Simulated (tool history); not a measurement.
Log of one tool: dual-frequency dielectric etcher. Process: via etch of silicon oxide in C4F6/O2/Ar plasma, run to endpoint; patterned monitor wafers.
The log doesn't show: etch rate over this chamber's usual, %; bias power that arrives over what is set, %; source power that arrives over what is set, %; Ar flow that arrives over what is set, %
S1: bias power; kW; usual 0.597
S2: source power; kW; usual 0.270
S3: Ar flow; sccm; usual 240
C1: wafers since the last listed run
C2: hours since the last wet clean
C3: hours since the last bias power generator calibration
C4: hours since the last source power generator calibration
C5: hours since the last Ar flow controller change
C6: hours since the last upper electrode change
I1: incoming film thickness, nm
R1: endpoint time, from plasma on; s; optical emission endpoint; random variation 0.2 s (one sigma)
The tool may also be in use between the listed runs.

run	day	S1	S2	S3	C1	C2	C3	C4	C5	C6	I1	R1
1	0.000	0.597	0.270	240	0	379.4	3118.2	2974.2	3063.9	4351.9	144.8	37.5
2	0.350	0.597	0.270	240	121	387.8	3126.6	2982.6	3072.3	4360.3	145.9	37.8
3	0.908	0.597	0.270	282	193	401.2	3140.0	2996.0	3085.7	4373.7	144.5	38.3
4	1.200	0.528	0.270	240	101	408.2	3147.0	3003.0	3092.7	4380.7	144.1	40.5
5	1.708	0.597	0.270	210	176	420.4	3159.2	3015.2	3104.9	4392.9	144.8	37.3
6	2.267	0.597	0.270	210	193	433.8	3172.6	3028.6	3118.3	4406.3	144.7	37.0
7	2.762	0.597	0.270	210	171	445.7	3184.5	3040.5	3130.2	4418.2	146.1	37.0
8	3.404	0.597	0.270	240	222	461.1	3199.9	3055.9	3145.6	4433.6	145.6	38.1
9	3.779	0.597	0.270	240	129	470.1	3208.9	3064.9	3154.6	4442.6	143.6	37.7
# day 3.967: source power generator calibrated
10	4.117	0.597	0.270	240	59	478.2	3217.0	3.6	3162.7	4450.7	145.2	38.3
11	4.504	0.480	0.220	240	134	487.5	3226.3	12.9	3172.0	4460.0	145.6	47.1
# day 4.825: Ar flow controller replaced
12	5.075	0.597	0.310	240	111	501.2	3240.0	26.6	6.0	4473.7	144.9	36.3
13	5.775	0.597	0.270	240	242	518.0	3256.8	43.4	22.8	4490.5	144.9	37.8
# day 7.104: wet clean of the chamber
14	7.125	0.597	0.270	240	121	0.5	3289.2	75.8	55.2	4522.9	146.4	37.0
15	7.138	0.666	0.320	289	4	0.8	3289.5	76.1	55.5	4523.2	146.0	33.3
# day 7.754: bias power generator calibrated
# day 8.167: upper electrode replaced
16	8.188	0.485	0.250	269	163	26.0	10.4	101.3	80.7	0.5	144.6	43.6
17	8.200	0.597	0.330	240	4	26.3	10.7	101.6	81.0	0.8	145.8	34.7
18	8.521	0.731	0.270	205	111	34.0	18.4	109.3	88.7	8.5	144.9	32.1
19	8.879	0.735	0.240	277	124	42.6	27.0	117.9	97.3	17.1	145.5	34.9
20	9.425	0.597	0.270	220	189	55.7	40.1	131.0	110.4	30.2	144.8	36.5
21	9.900	0.484	0.270	197	164	67.1	51.5	142.4	121.8	41.6	145.8	41.6

Run 22 comes next. What will it give?
22	10.446	0.597	0.270	240	189	80.2	64.6	155.5	134.9	54.7	144.1	?

R1: 37.2 s
Were there no unlogged condition in the tool, this run, its random variation unchanged, would have produced R1 36.7 s.
